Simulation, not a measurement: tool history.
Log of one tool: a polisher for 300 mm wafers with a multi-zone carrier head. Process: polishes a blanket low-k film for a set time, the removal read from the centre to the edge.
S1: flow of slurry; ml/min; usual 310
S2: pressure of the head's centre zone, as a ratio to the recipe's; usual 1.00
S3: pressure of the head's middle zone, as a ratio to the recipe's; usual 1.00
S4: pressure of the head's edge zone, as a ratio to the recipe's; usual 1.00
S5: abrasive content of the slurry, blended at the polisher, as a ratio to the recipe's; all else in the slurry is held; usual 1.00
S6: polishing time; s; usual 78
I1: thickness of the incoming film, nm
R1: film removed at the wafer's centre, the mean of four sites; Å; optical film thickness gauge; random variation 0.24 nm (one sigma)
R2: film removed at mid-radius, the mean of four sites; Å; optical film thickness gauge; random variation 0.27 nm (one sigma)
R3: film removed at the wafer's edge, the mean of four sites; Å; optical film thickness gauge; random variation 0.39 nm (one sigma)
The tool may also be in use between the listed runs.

{"run": 1, "day": 0.0, "S1": 375, "S2": 1.0, "S3": 1.0, "S4": 0.95, "S5": 1.0, "S6": 78, "I1": 714.1, "R1": 271, "R2": 296, "R3": 274}
{"run": 2, "day": 0.358, "S1": 310, "S2": 1.0, "S3": 1.07, "S4": 1.0, "S5": 1.0, "S6": 78, "I1": 720.8, "R1": 270, "R2": 309, "R3": 267}
{"day": 0.608, "done": "worn pad replaced by a new one"}
{"run": 3, "day": 0.642, "S1": 310, "S2": 0.96, "S3": 0.9, "S4": 1.0, "S5": 1.0, "S6": 78, "I1": 724.3, "R1": 285, "R2": 307, "R3": 308}
{"run": 4, "day": 1.117, "S1": 370, "S2": 1.0, "S3": 1.0, "S4": 1.0, "S5": 0.9, "S6": 95, "I1": 708.8, "R1": 336, "R2": 362, "R3": 343}
{"run": 5, "day": 1.521, "S1": 310, "S2": 1.0, "S3": 1.0, "S4": 0.95, "S5": 1.0, "S6": 78, "I1": 723.9, "R1": 284, "R2": 318, "R3": 289}
{"day": 1.983, "done": "centre zone pressure recalibrated"}
{"run": 6, "day": 2.004, "S1": 310, "S2": 1.0, "S3": 1.0, "S4": 1.0, "S5": 1.0, "S6": 78, "I1": 723.5, "R1": 299, "R2": 305, "R3": 291}
{"run": 7, "day": 2.325, "S1": 230, "S2": 1.0, "S3": 1.0, "S4": 1.0, "S5": 1.0, "S6": 78, "I1": 724.5, "R1": 287, "R2": 302, "R3": 282}
{"run": 8, "day": 2.692, "S1": 310, "S2": 0.91, "S3": 1.08, "S4": 1.0, "S5": 1.0, "S6": 78, "I1": 726.5, "R1": 271, "R2": 313, "R3": 283}
{"run": 9, "day": 3.096, "S1": 310, "S2": 1.0, "S3": 1.0, "S4": 1.0, "S5": 0.85, "S6": 78, "I1": 731.3, "R1": 262, "R2": 268, "R3": 255}
{"run": 10, "day": 3.375, "S1": 200, "S2": 0.95, "S3": 1.0, "S4": 0.88, "S5": 0.9, "S6": 78, "I1": 725.9, "R1": 254, "R2": 275, "R3": 241}
{"day": 3.85, "done": "carrier head's membrane replaced by a new one"}
{"run": 11, "day": 4.0, "S1": 260, "S2": 1.0, "S3": 1.11, "S4": 1.06, "S5": 1.25, "S6": 78, "I1": 724.6, "R1": 321, "R2": 351, "R3": 328}
{"run": 12, "day": 4.546, "S1": 310, "S2": 1.04, "S3": 1.0, "S4": 1.0, "S5": 1.0, "S6": 78, "I1": 727.2, "R1": 300, "R2": 303, "R3": 280}
{"day": 4.75, "done": "worn pad replaced by a new one"}
{"run": 13, "day": 5.038, "S1": 310, "S2": 1.0, "S3": 1.0, "S4": 1.07, "S5": 1.0, "S6": 78, "I1": 731.3, "R1": 306, "R2": 321, "R3": 308}
{"run": 14, "day": 5.654, "S1": 310, "S2": 1.09, "S3": 1.0, "S4": 1.0, "S5": 1.0, "S6": 78, "I1": 714.5, "R1": 317, "R2": 306, "R3": 292}
{"run": 15, "day": 6.196, "S1": 310, "S2": 1.0, "S3": 1.0, "S4": 1.0, "S5": 1.0, "S6": 78, "I1": 721.3, "R1": 291, "R2": 300, "R3": 285}
{"run": 16, "day": 6.729, "S1": 310, "S2": 1.0, "S3": 1.06, "S4": 1.0, "S5": 1.0, "S6": 78, "I1": 719.5, "R1": 288, "R2": 316, "R3": 283}
{"run": 17, "day": 7.296, "S1": 285, "S2": 1.0, "S3": 1.0, "S4": 1.0, "S5": 1.0, "S6": 78, "I1": 725.6, "R1": 281, "R2": 295, "R3": 283}
{"run": 18, "day": 7.788, "S1": 310, "S2": 1.0, "S3": 1.0, "S4": 1.0, "S5": 1.2, "S6": 88, "I1": 718.8, "R1": 356, "R2": 368, "R3": 344}
{"run": 19, "day": 8.292, "S1": 310, "S2": 1.0, "S3": 1.0, "S4": 1.0, "S5": 1.0, "S6": 78, "I1": 721.7, "R1": 284, "R2": 296, "R3": 275}
{"run": 20, "day": 8.754, "S1": 410, "S2": 1.06, "S3": 1.0, "S4": 0.91, "S5": 1.0, "S6": 78, "I1": 712.1, "R1": 302, "R2": 293, "R3": 268}
{"run": 21, "day": 9.371, "S1": 310, "S2": 1.0, "S3": 1.0, "S4": 1.0, "S5": 0.9, "S6": 100, "I1": 716.7, "R1": 337, "R2": 350, "R3": 336}
{"day": 9.692, "done": "worn pad replaced by a new one"}
{"run": 22, "day": 9.712, "S1": 310, "S2": 1.0, "S3": 1.0, "S4": 0.96, "S5": 1.0, "S6": 78, "I1": 732.3, "R1": 305, "R2": 320, "R3": 297}

The tool's hidden state at each run:
slurry flow missing at the pad, %: 0 in every run
deviation of the edge zone's pressure from its setpoint, %: 0 in every run
H1: removal rate lost through wear of the pad, %
H2: deviation of the centre zone's pressure from its setpoint, %
run=1 H1=9.8 H2=-5.98
run=2 H1=9.93 H2=-6.1
run=3 H1=0.312 H2=-6.19
run=4 H1=2.84 H2=-6.35
run=5 H1=4.44 H2=-6.49
run=6 H1=5.86 H2=0.281
run=7 H1=6.57 H2=0.173
run=8 H1=7.22 H2=0.0488
run=9 H1=7.78 H2=-0.0876
run=10 H1=8.08 H2=-0.182
run=11 H1=8.58 H2=-0.393
run=12 H1=8.88 H2=-0.577
run=13 H1=2.55 H2=-0.743
run=14 H1=5.19 H2=-0.951
run=15 H1=6.76 H2=-1.13
run=16 H1=7.84 H2=-1.31
run=17 H1=8.63 H2=-1.5
run=18 H1=9.11 H2=-1.67
run=19 H1=9.46 H2=-1.84
run=20 H1=9.69 H2=-2
run=21 H1=9.91 H2=-2.21
run=22 H1=1.37 H2=-2.32
